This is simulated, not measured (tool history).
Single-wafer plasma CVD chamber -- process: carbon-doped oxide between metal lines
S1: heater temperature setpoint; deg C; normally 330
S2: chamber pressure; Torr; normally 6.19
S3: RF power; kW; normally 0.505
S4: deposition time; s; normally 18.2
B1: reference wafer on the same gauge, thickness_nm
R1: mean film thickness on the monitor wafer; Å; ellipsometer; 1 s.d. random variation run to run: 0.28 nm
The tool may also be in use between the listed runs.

| run | hour | S1 | S2 | S3 | S4 | B1 | R1 |
|---|---|---|---|---|---|---|---|
| 1 | 0 | 323 | 6.19 | 0.505 | 19 | 92.297 | 1065.17 |
| 2 | 38.1 | 321 | 6.19 | 0.585 | 18.2 | 92.5 | 1123.15 |
| 3 | 97.4 | 330 | 6.19 | 0.505 | 19.7 | 92.571 | 1079.17 |
| 4 | 144.4 | 330 | 6.19 | 0.505 | 19.7 | 92.704 | 1078.49 |
| 5 | 177 | 330 | 6.19 | 0.505 | 18.2 | 92.609 | 996.69 |
| 6 | 210.3 | 330 | 6.19 | 0.505 | 18.2 | 92.717 | 1001.42 |
| 7 | 254.4 | 330 | 5.62 | 0.505 | 18.2 | 92.817 | 989.23 |
| 8 | 297.2 | 330 | 6.19 | 0.505 | 18.2 | 92.902 | 1002.82 |
| 9 | 360.5 | 330 | 6.19 | 0.505 | 18.2 | 92.828 | 998.22 |
| 10 | 431.9 | 330 | 6.19 | 0.505 | 18.2 | 92.975 | 1000.4 |
|  | 442.7 | gauge calibrated |
|  | 456.7 | capacitance manometer re-zeroed and calibrated |
| 11 | 498 | 330 | 5.28 | 0.505 | 21.5 | 90.76 | 1132.96 |
| 12 | 556.4 | 324 | 7.6 | 0.505 | 18.2 | 90.763 | 1013.44 |
| 13 | 622.5 | 330 | 6.19 | 0.505 | 18.2 | 90.813 | 980.38 |
| 14 | 660.6 | 330 | 6.19 | 0.505 | 18.2 | 90.889 | 984.01 |
| 15 | 691.9 | 330 | 6.19 | 0.535 | 18.2 | 91.018 | 1016.39 |
| 16 | 758.7 | 330 | 6.19 | 0.505 | 18.2 | 91.205 | 980.83 |
|  | 789.6 | showerhead replaced |
| 17 | 820.5 | 342 | 6.19 | 0.41 | 19.5 | 91.048 | 880.45 |
| 18 | 867 | 330 | 6.19 | 0.505 | 18.2 | 91.132 | 984.48 |

The next listed run, before its measurement:
|  | 928.8 | RF generator calibrated |
|  | 1011.2 | thermocouple changed; heater temperature recalibrated |
| 19 | 1036.2 | 330 | 6.19 | 0.585 | 18.2 | ? | ? |

{"run 19": {"B1": 91.385, "R1": 1076.66}}
Minus the tool's unlogged condition, the same run would have read R1 1068 Å.

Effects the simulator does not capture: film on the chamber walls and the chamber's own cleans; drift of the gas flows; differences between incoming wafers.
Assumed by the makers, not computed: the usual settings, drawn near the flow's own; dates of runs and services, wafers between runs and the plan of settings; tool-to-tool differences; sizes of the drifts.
